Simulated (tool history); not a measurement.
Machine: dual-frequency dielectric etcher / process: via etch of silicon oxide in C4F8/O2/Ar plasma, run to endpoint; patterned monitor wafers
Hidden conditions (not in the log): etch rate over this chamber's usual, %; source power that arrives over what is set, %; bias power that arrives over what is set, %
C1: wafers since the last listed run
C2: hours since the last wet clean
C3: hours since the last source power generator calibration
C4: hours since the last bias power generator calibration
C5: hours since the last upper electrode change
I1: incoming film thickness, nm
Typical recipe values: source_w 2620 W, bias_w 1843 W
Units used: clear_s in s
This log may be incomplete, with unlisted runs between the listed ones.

run 1 hour=0.0 | source_w=2620 bias_w=1843 | C1=0 C2=197.5 C3=2205.5 C4=3028.9 C5=5994.5 | I1=815.5 | clear_s=152.8
run 2 hour=9.4 | source_w=2620 bias_w=1843 | C1=52 C2=206.9 C3=2214.9 C4=3038.3 C5=6003.9 | I1=816.6 | clear_s=154.2
run 3 hour=19.5 | source_w=2620 bias_w=1496 | C1=56 C2=217.0 C3=2225.0 C4=3048.4 C5=6014.0 | I1=823.4 | clear_s=160.4
run 4 hour=30.0 | source_w=2620 bias_w=1843 | C1=58 C2=227.5 C3=2235.5 C4=3058.9 C5=6024.5 | I1=825.4 | clear_s=155.5
run 5 hour=37.5 | source_w=2620 bias_w=1843 | C1=41 C2=235.0 C3=2243.0 C4=3066.4 C5=6032.0 | I1=822.3 | clear_s=157.4
run 6 hour=55.3 | source_w=2620 bias_w=1843 | C1=99 C2=252.8 C3=2260.8 C4=3084.2 C5=6049.8 | I1=820.4 | clear_s=154.1
run 7 hour=64.8 | source_w=2620 bias_w=1843 | C1=53 C2=262.3 C3=2270.3 C4=3093.7 C5=6059.3 | I1=817.7 | clear_s=155.3
run 8 hour=80.2 | source_w=2620 bias_w=2000 | C1=86 C2=277.7 C3=2285.7 C4=3109.1 C5=6074.7 | I1=810.3 | clear_s=151.6
run 9 hour=89.1 | source_w=2620 bias_w=1688 | C1=49 C2=286.6 C3=2294.6 C4=3118.0 C5=6083.6 | I1=823.8 | clear_s=157.9
run 10 hour=101.8 | source_w=2620 bias_w=1688 | C1=71 C2=299.3 C3=2307.3 C4=3130.7 C5=6096.3 | I1=811.8 | clear_s=155.4
run 11 hour=117.9 | source_w=2620 bias_w=1688 | C1=90 C2=315.4 C3=2323.4 C4=3146.8 C5=6112.4 | I1=819.3 | clear_s=158.2
run 12 hour=133.3 | source_w=2620 bias_w=1843 | C1=86 C2=330.8 C3=2338.8 C4=3162.2 C5=6127.8 | I1=811.0 | clear_s=153.5
run 13 hour=151.0 | source_w=2620 bias_w=1843 | C1=98 C2=348.5 C3=2356.5 C4=3179.9 C5=6145.5 | I1=822.1 | clear_s=156.7
run 14 hour=159.5 | source_w=2620 bias_w=1843 | C1=47 C2=357.0 C3=2365.0 C4=3188.4 C5=6154.0 | I1=815.0 | clear_s=154.2
run 15 hour=170.3 | source_w=2620 bias_w=1843 | C1=60 C2=367.8 C3=2375.8 C4=3199.2 C5=6164.8 | I1=804.6 | clear_s=153.3
run 16 hour=178.5 | source_w=2780 bias_w=1582 | C1=45 C2=376.0 C3=2384.0 C4=3207.4 C5=6173.0 | I1=820.0 | clear_s=157.2
run 17 hour=193.8 | source_w=2620 bias_w=1843 | C1=85 C2=391.3 C3=2399.3 C4=3222.7 C5=6188.3 | I1=825.1 | clear_s=157.5
run 18 hour=210.1 | source_w=2620 bias_w=1843 | C1=91 C2=407.6 C3=2415.6 C4=3239.0 C5=6204.6 | I1=810.4 | clear_s=156.6
-- hour=241.6 wet clean of the chamber
run 19 hour=242.1 | source_w=3210 bias_w=1980 | C1=44 C2=0.5 C3=2447.6 C4=3271.0 C5=6236.6 | I1=819.3 | clear_s=132.9
run 20 hour=242.5 | source_w=2330 bias_w=1983 | C1=2 C2=0.9 C3=2448.0 C4=3271.4 C5=6237.0 | I1=818.1 | clear_s=154.7
-- hour=277.9 upper electrode replaced
run 21 hour=279.5 | source_w=2620 bias_w=1843 | C1=72 C2=37.9 C3=2485.0 C4=3308.4 C5=1.6 | I1=817.6 | clear_s=148.1
run 22 hour=294.8 | source_w=2620 bias_w=1843 | C1=85 C2=53.2 C3=2500.3 C4=3323.7 C5=16.9 | I1=827.1 | clear_s=150.0
run 23 hour=302.6 | source_w=2990 bias_w=1669 | C1=43 C2=61.0 C3=2508.1 C4=3331.5 C5=24.7 | I1=817.5 | clear_s=142.1
-- hour=312.7 bias power generator calibrated
run 24 hour=314.5 | source_w=2620 bias_w=1519 | C1=44 C2=72.9 C3=2520.0 C4=1.8 C5=36.6 | I1=820.1 | clear_s=156.6
run 25 hour=321.3 | source_w=2620 bias_w=1843 | C1=38 C2=79.7 C3=2526.8 C4=8.6 C5=43.4 | I1=815.1 | clear_s=149.3
run 26 hour=329.0 | source_w=3070 bias_w=2187 | C1=43 C2=87.4 C3=2534.5 C4=16.3 C5=51.1 | I1=813.5 | clear_s=134.3
run 27 hour=346.3 | source_w=3020 bias_w=2026 | C1=96 C2=104.7 C3=2551.8 C4=33.6 C5=68.4 | I1=810.5 | clear_s=136.0
-- hour=351.2 source power generator calibrated
run 28 hour=364.0 | source_w=2620 bias_w=1843 | C1=76 C2=122.4 C3=12.8 C4=51.3 C5=86.1 | I1=808.9 | clear_s=148.8
run 29 hour=380.1 | source_w=3020 bias_w=2056 | C1=90 C2=138.5 C3=28.9 C4=67.4 C5=102.2 | I1=819.7 | clear_s=136.6
run 30 hour=386.7 | source_w=2620 bias_w=1843 | C1=36 C2=145.1 C3=35.5 C4=74.0 C5=108.8 | I1=816.6 | clear_s=151.1
run 31 hour=398.3 | source_w=2050 bias_w=1991 | C1=64 C2=156.7 C3=47.1 C4=85.6 C5=120.4 | I1=816.9 | clear_s=166.4
run 32 hour=407.0 | source_w=2120 bias_w=1481 | C1=48 C2=165.4 C3=55.8 C4=94.3 C5=129.1 | I1=830.6 | clear_s=178.2
run 33 hour=421.7 | source_w=2620 bias_w=2084 | C1=82 C2=180.1 C3=70.5 C4=109.0 C5=143.8 | I1=818.8 | clear_s=147.4
run 34 hour=431.2 | source_w=1960 bias_w=1628 | C1=53 C2=189.6 C3=80.0 C4=118.5 C5=153.3 | I1=827.1 | clear_s=179.7
run 35 hour=442.2 | source_w=1970 bias_w=1436 | C1=61 C2=200.6 C3=91.0 C4=129.5 C5=164.3 | I1=819.0 | clear_s=185.2
run 36 hour=457.8 | source_w=3170 bias_w=1843 | C1=87 C2=216.2 C3=106.6 C4=145.1 C5=179.9 | I1=813.5 | clear_s=137.7

Here are 3 independent what-if runs from the current tool condition. What would each one return?
run A hour=458.3 | source_w=2620 bias_w=1383 | C1=2 C2=216.7 C3=107.1 C4=145.6 C5=180.4 | I1=815.7 | clear_s=?
run B hour=458.3 | source_w=3080 bias_w=1999 | C1=2 C2=216.7 C3=107.1 C4=145.6 C5=180.4 | I1=815.7 | clear_s=?
run C hour=458.3 | source_w=2620 bias_w=1647 | C1=2 C2=216.7 C3=107.1 C4=145.6 C5=180.4 | I1=815.7 | clear_s=?

run=A clear_s=159.8
run=B clear_s=137.7
run=C clear_s=154.8
Had the tool no hidden state, the same runs would have come out as:
run=A clear_s=157.4
run=B clear_s=135.7
run=C clear_s=152.5
